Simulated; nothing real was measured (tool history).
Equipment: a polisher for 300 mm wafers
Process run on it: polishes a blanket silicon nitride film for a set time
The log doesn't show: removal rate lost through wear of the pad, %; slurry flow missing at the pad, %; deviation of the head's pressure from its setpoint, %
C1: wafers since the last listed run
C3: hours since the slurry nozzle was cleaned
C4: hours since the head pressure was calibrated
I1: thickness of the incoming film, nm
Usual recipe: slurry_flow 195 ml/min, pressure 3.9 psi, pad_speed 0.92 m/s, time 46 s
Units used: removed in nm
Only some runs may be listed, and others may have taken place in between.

run 1 hour=0 | slurry_flow=195 pressure=3.9 pad_speed=0.92 time=46 | C1=0 wafers_polished_on_this_pad=238 C3=510.5 C4=989 | I1=866.6 | removed=89.3
run 2 hour=34.6 | slurry_flow=195 pressure=3.4 pad_speed=0.92 time=46 | C1=328 wafers_polished_on_this_pad=567 C3=545.1 C4=1023.6 | I1=865.4 | removed=80.6
run 3 hour=65.9 | slurry_flow=195 pressure=3.4 pad_speed=0.92 time=46 | C1=297 wafers_polished_on_this_pad=865 C3=576.4 C4=1054.9 | I1=846.6 | removed=79.9
-- hour=86.8 worn pad replaced by a new one
run 4 hour=97.1 | slurry_flow=195 pressure=2.9 pad_speed=0.92 time=46 | C1=258 wafers_polished_on_this_pad=97 C3=607.6 C4=1086.1 | I1=854.9 | removed=71.9
run 5 hour=112 | slurry_flow=195 pressure=3.9 pad_speed=0.92 time=46 | C1=141 wafers_polished_on_this_pad=239 C3=622.5 C4=1101 | I1=866.9 | removed=90.3
run 6 hour=147.2 | slurry_flow=195 pressure=3.9 pad_speed=0.92 time=54 | C1=334 wafers_polished_on_this_pad=573 C3=657.7 C4=1136.2 | I1=849.9 | removed=103.9
run 7 hour=171.1 | slurry_flow=195 pressure=3.9 pad_speed=0.92 time=54 | C1=227 wafers_polished_on_this_pad=801 C3=681.6 C4=1160.1 | I1=848.4 | removed=105.3
-- hour=182.9 head pressure recalibrated
run 8 hour=189.5 | slurry_flow=165 pressure=3.9 pad_speed=0.92 time=46 | C1=155 wafers_polished_on_this_pad=957 C3=700 C4=6.6 | I1=866.1 | removed=97
-- hour=206.1 worn pad replaced by a new one
run 9 hour=289.5 | slurry_flow=195 pressure=3.9 pad_speed=0.92 time=46 | C1=912 wafers_polished_on_this_pad=792 C3=800 C4=106.6 | I1=855 | removed=99.7
-- hour=316.9 worn pad replaced by a new one
run 10 hour=319.9 | slurry_flow=195 pressure=3.9 pad_speed=0.92 time=46 | C1=251 wafers_polished_on_this_pad=28 C3=830.4 C4=137 | I1=862 | removed=96.9
run 11 hour=350.8 | slurry_flow=195 pressure=3.9 pad_speed=0.92 time=54 | C1=293 wafers_polished_on_this_pad=322 C3=861.3 C4=167.9 | I1=859.5 | removed=118.7
run 12 hour=373.9 | slurry_flow=135 pressure=3.9 pad_speed=0.66 time=57 | C1=219 wafers_polished_on_this_pad=542 C3=884.4 C4=191 | I1=873.9 | removed=88.7
run 13 hour=393.2 | slurry_flow=195 pressure=3.9 pad_speed=0.76 time=46 | C1=183 wafers_polished_on_this_pad=725 C3=903.7 C4=210.3 | I1=856.5 | removed=85.7
-- hour=410.5 slurry nozzle cleaned
run 14 hour=417.4 | slurry_flow=195 pressure=3.9 pad_speed=0.92 time=46 | C1=220 wafers_polished_on_this_pad=946 C3=6.9 C4=234.5 | I1=871 | removed=97.4
-- hour=425.1 worn pad replaced by a new one
run 15 hour=433.9 | slurry_flow=195 pressure=3.9 pad_speed=1.12 time=46 | C1=118 wafers_polished_on_this_pad=83 C3=23.4 C4=251 | I1=872.4 | removed=111.8

Run 16 has not been measured yet. What should we expect?
run 16 hour=453.7 | slurry_flow=195 pressure=3.9 pad_speed=0.92 time=46 | C1=188 wafers_polished_on_this_pad=271 C3=43.2 C4=270.8 | I1=843.2 | removed=?

Run 16 produced removed 97.7 nm.
Were there no unlogged condition in the tool, this run, its random variation unchanged, would have produced removed 99.7 nm.

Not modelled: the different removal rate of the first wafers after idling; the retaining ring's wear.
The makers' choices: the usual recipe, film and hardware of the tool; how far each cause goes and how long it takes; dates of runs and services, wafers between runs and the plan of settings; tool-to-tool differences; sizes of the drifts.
